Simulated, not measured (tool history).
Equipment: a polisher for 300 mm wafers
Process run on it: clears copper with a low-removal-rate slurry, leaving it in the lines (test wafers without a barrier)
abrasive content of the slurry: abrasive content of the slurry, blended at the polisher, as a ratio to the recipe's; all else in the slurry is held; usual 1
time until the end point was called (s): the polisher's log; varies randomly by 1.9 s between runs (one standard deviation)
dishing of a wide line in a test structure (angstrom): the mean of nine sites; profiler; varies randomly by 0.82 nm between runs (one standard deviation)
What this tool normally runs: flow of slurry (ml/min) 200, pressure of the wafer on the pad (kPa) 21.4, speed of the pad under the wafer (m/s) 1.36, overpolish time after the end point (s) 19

run	day	flow of slurry (ml/min)	pressure of the wafer on the pad (kPa)	speed of the pad under the wafer (m/s)	abrasive content of the slurry	overpolish time after the end point (s)	incoming thickness of the incoming film, nm	time until the end point was called (s)	dishing of a wide line in a test structure (angstrom)
1	0	200	21.4	1.36	1	19	378.7	103.3	457
2	1.075	200	21.4	1.36	1	19	375	106.1	473
3	2.196	200	21.4	1.36	1	19	381.8	107.8	464
4	3.283	245	21.4	1.36	1	25	377	102.9	563
# day 4.575: worn pad replaced by a new one
5	5.329	245	21.4	1.36	1	25	374.9	105.5	571
# day 6.617: slurry blender recalibrated
6	7.167	200	21.4	1.36	1	19	379.2	102.3	479
# day 7.733: slurry nozzle cleaned
7	8.796	200	21.4	1.36	1	19	377	100.4	464
8	10.521	200	21.4	1.36	1	19	370	102.7	466
# day 11.679: worn pad replaced by a new one
9	11.917	200	21.4	1.36	1	9	372.3	104.5	243
# day 14.15: slurry blender recalibrated
10	14.9	200	21.4	1.36	1	19	370.3	102.3	483
# day 18.912: worn pad replaced by a new one
# day 21.954: slurry blender recalibrated
11	22.317	265	17.2	1.36	1	19	373.2	121.4	401

The next listed run, before its measurement:
# day 23.162: head pressure recalibrated
# day 23.408: slurry nozzle cleaned
12	23.429	200	26.9	1.36	1	19	373.6	?	?

Run 12 produced time until the end point was called (s) 81.6, dishing of a wide line in a test structure (angstrom) 588.
The same run, on a tool lacking any hidden state, would have yielded time until the end point was called (s) 79.6, dishing of a wide line in a test structure (angstrom) 600.
